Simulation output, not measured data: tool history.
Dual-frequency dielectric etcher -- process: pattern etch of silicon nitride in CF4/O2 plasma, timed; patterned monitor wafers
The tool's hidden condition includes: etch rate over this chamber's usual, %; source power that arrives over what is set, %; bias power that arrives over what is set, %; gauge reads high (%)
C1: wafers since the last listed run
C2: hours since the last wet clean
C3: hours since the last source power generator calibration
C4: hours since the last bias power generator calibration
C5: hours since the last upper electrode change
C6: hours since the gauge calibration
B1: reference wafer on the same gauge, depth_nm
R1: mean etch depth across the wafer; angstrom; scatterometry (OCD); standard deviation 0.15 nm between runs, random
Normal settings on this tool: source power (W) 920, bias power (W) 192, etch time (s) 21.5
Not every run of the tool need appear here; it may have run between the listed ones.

{"run": 1, "hour": 0.0, "source power (W)": 920, "bias power (W)": 192, "etch time (s)": 21.5, "C1": 0, "C2": 509.9, "C3": 3514.5, "C4": 3670.3, "C5": 6240.3, "C6": 357.9, "B1": 67.9, "R1": 704}
{"hour": 32.1, "done": "wet clean of the chamber"}
{"run": 2, "hour": 32.6, "source power (W)": 920, "bias power (W)": 192, "etch time (s)": 21.5, "C1": 118, "C2": 0.5, "C3": 3547.1, "C4": 3702.9, "C5": 6272.9, "C6": 390.5, "B1": 67.9, "R1": 716}
{"run": 3, "hour": 32.9, "source power (W)": 920, "bias power (W)": 192, "etch time (s)": 21.5, "C1": 4, "C2": 0.8, "C3": 3547.4, "C4": 3703.2, "C5": 6273.2, "C6": 390.8, "B1": 67.9, "R1": 717}
{"run": 4, "hour": 33.2, "source power (W)": 920, "bias power (W)": 192, "etch time (s)": 21.5, "C1": 4, "C2": 1.1, "C3": 3547.7, "C4": 3703.5, "C5": 6273.5, "C6": 391.1, "B1": 68.0, "R1": 719}
{"run": 5, "hour": 45.0, "source power (W)": 920, "bias power (W)": 192, "etch time (s)": 18.0, "C1": 162, "C2": 12.9, "C3": 3559.5, "C4": 3715.3, "C5": 6285.3, "C6": 402.9, "B1": 67.9, "R1": 601}
{"hour": 47.5, "done": "gauge calibrated"}
{"run": 6, "hour": 59.9, "source power (W)": 920, "bias power (W)": 192, "etch time (s)": 18.0, "C1": 205, "C2": 27.8, "C3": 3574.4, "C4": 3730.2, "C5": 6300.2, "C6": 12.4, "B1": 67.9, "R1": 601}
{"run": 7, "hour": 74.9, "source power (W)": 920, "bias power (W)": 192, "etch time (s)": 21.5, "C1": 206, "C2": 42.8, "C3": 3589.4, "C4": 3745.2, "C5": 6315.2, "C6": 27.4, "B1": 67.9, "R1": 717}
{"run": 8, "hour": 90.4, "source power (W)": 920, "bias power (W)": 192, "etch time (s)": 21.5, "C1": 213, "C2": 58.3, "C3": 3604.9, "C4": 3760.7, "C5": 6330.7, "C6": 42.9, "B1": 67.9, "R1": 718}
{"run": 9, "hour": 97.6, "source power (W)": 920, "bias power (W)": 192, "etch time (s)": 21.5, "C1": 99, "C2": 65.5, "C3": 3612.1, "C4": 3767.9, "C5": 6337.9, "C6": 50.1, "B1": 67.9, "R1": 717}
{"run": 10, "hour": 109.9, "source power (W)": 1100, "bias power (W)": 147, "etch time (s)": 21.5, "C1": 169, "C2": 77.8, "C3": 3624.4, "C4": 3780.2, "C5": 6350.2, "C6": 62.4, "B1": 67.9, "R1": 749}
{"run": 11, "hour": 127.8, "source power (W)": 860, "bias power (W)": 192, "etch time (s)": 17.5, "C1": 246, "C2": 95.7, "C3": 3642.3, "C4": 3798.1, "C5": 6368.1, "C6": 80.3, "B1": 67.9, "R1": 556}
{"hour": 133.9, "done": "source power generator calibrated"}
{"run": 12, "hour": 138.6, "source power (W)": 820, "bias power (W)": 219, "etch time (s)": 28.0, "C1": 93, "C2": 106.5, "C3": 4.7, "C4": 3808.9, "C5": 6378.9, "C6": 91.1, "B1": 67.9, "R1": 901}
{"hour": 169.7, "done": "upper electrode replaced"}
{"run": 13, "hour": 170.2, "source power (W)": 1060, "bias power (W)": 192, "etch time (s)": 28.0, "C1": 104, "C2": 138.1, "C3": 36.3, "C4": 3840.5, "C5": 0.5, "C6": 122.7, "B1": 67.9, "R1": 1025}
{"run": 14, "hour": 170.5, "source power (W)": 860, "bias power (W)": 148, "etch time (s)": 21.5, "C1": 4, "C2": 138.4, "C3": 36.6, "C4": 3840.8, "C5": 0.8, "C6": 123.0, "B1": 67.9, "R1": 632}
{"run": 15, "hour": 170.8, "source power (W)": 920, "bias power (W)": 225, "etch time (s)": 24.5, "C1": 4, "C2": 138.7, "C3": 36.9, "C4": 3841.1, "C5": 1.1, "C6": 123.3, "B1": 67.9, "R1": 861}
{"run": 16, "hour": 180.7, "source power (W)": 920, "bias power (W)": 149, "etch time (s)": 25.5, "C1": 136, "C2": 148.6, "C3": 46.8, "C4": 3851.0, "C5": 11.0, "C6": 133.2, "B1": 67.9, "R1": 784}
{"hour": 194.9, "done": "bias power generator calibrated"}
{"run": 17, "hour": 195.4, "source power (W)": 860, "bias power (W)": 168, "etch time (s)": 24.5, "C1": 147, "C2": 163.3, "C3": 61.5, "C4": 0.5, "C5": 25.7, "C6": 147.9, "B1": 67.9, "R1": 746}
{"run": 18, "hour": 210.4, "source power (W)": 920, "bias power (W)": 192, "etch time (s)": 21.5, "C1": 206, "C2": 178.3, "C3": 76.5, "C4": 15.5, "C5": 40.7, "C6": 162.9, "B1": 67.9, "R1": 713}
{"run": 19, "hour": 219.6, "source power (W)": 920, "bias power (W)": 192, "etch time (s)": 21.5, "C1": 126, "C2": 187.5, "C3": 85.7, "C4": 24.7, "C5": 49.9, "C6": 172.1, "B1": 67.9, "R1": 712}
{"run": 20, "hour": 234.2, "source power (W)": 780, "bias power (W)": 192, "etch time (s)": 21.5, "C1": 201, "C2": 202.1, "C3": 100.3, "C4": 39.3, "C5": 64.5, "C6": 186.7, "B1": 67.9, "R1": 639}
{"run": 21, "hour": 240.3, "source power (W)": 920, "bias power (W)": 146, "etch time (s)": 21.5, "C1": 84, "C2": 208.2, "C3": 106.4, "C4": 45.4, "C5": 70.6, "C6": 192.8, "B1": 67.9, "R1": 658}
{"run": 22, "hour": 248.4, "source power (W)": 720, "bias power (W)": 192, "etch time (s)": 23.5, "C1": 111, "C2": 216.3, "C3": 114.5, "C4": 53.5, "C5": 78.7, "C6": 200.9, "B1": 67.9, "R1": 662}
{"run": 23, "hour": 260.4, "source power (W)": 920, "bias power (W)": 173, "etch time (s)": 21.5, "C1": 165, "C2": 228.3, "C3": 126.5, "C4": 65.5, "C5": 90.7, "C6": 212.9, "B1": 67.9, "R1": 688}
{"run": 24, "hour": 267.1, "source power (W)": 920, "bias power (W)": 192, "etch time (s)": 25.5, "C1": 92, "C2": 235.0, "C3": 133.2, "C4": 72.2, "C5": 97.4, "C6": 219.6, "B1": 67.9, "R1": 848}
{"run": 25, "hour": 277.5, "source power (W)": 920, "bias power (W)": 179, "etch time (s)": 27.5, "C1": 143, "C2": 245.4, "C3": 143.6, "C4": 82.6, "C5": 107.8, "C6": 230.0, "B1": 67.9, "R1": 888}
{"run": 26, "hour": 293.3, "source power (W)": 1070, "bias power (W)": 192, "etch time (s)": 26.0, "C1": 217, "C2": 261.2, "C3": 159.4, "C4": 98.4, "C5": 123.6, "C6": 245.8, "B1": 67.9, "R1": 953}
{"run": 27, "hour": 306.6, "source power (W)": 1110, "bias power (W)": 192, "etch time (s)": 21.5, "C1": 183, "C2": 274.5, "C3": 172.7, "C4": 111.7, "C5": 136.9, "C6": 259.1, "B1": 67.9, "R1": 810}
{"run": 28, "hour": 318.9, "source power (W)": 920, "bias power (W)": 192, "etch time (s)": 21.5, "C1": 169, "C2": 286.8, "C3": 185.0, "C4": 124.0, "C5": 149.2, "C6": 271.4, "B1": 67.9, "R1": 711}
{"run": 29, "hour": 328.3, "source power (W)": 920, "bias power (W)": 146, "etch time (s)": 21.5, "C1": 129, "C2": 296.2, "C3": 194.4, "C4": 133.4, "C5": 158.6, "C6": 280.8, "B1": 67.9, "R1": 654}

Predict each of these 5 candidate next runs independently; none follows another, all start after run 29:
{"run": "A", "hour": 328.7, "source power (W)": 920, "bias power (W)": 192, "etch time (s)": 21.5, "C1": 5, "C2": 296.6, "C3": 194.8, "C4": 133.8, "C5": 159.0, "C6": 281.2, "B1": "?", "R1": "?"}
{"run": "B", "hour": 328.7, "source power (W)": 1030, "bias power (W)": 211, "etch time (s)": 27.5, "C1": 5, "C2": 296.6, "C3": 194.8, "C4": 133.8, "C5": 159.0, "C6": 281.2, "B1": "?", "R1": "?"}
{"run": "C", "hour": 328.7, "source power (W)": 780, "bias power (W)": 169, "etch time (s)": 15.0, "C1": 5, "C2": 296.6, "C3": 194.8, "C4": 133.8, "C5": 159.0, "C6": 281.2, "B1": "?", "R1": "?"}
{"run": "D", "hour": 328.7, "source power (W)": 920, "bias power (W)": 149, "etch time (s)": 21.5, "C1": 5, "C2": 296.6, "C3": 194.8, "C4": 133.8, "C5": 159.0, "C6": 281.2, "B1": "?", "R1": "?"}
{"run": "E", "hour": 328.7, "source power (W)": 720, "bias power (W)": 218, "etch time (s)": 25.5, "C1": 5, "C2": 296.6, "C3": 194.8, "C4": 133.8, "C5": 159.0, "C6": 281.2, "B1": "?", "R1": "?"}

run=A B1=68.0 R1=709
run=B B1=68.0 R1=1009
run=C B1=68.0 R1=426
run=D B1=68.0 R1=656
run=E B1=68.0 R1=746
Without the tool's unlogged condition, the same runs would have read:
run=A R1=715
run=B R1=1019
run=C R1=430
run=D R1=662
run=E R1=752
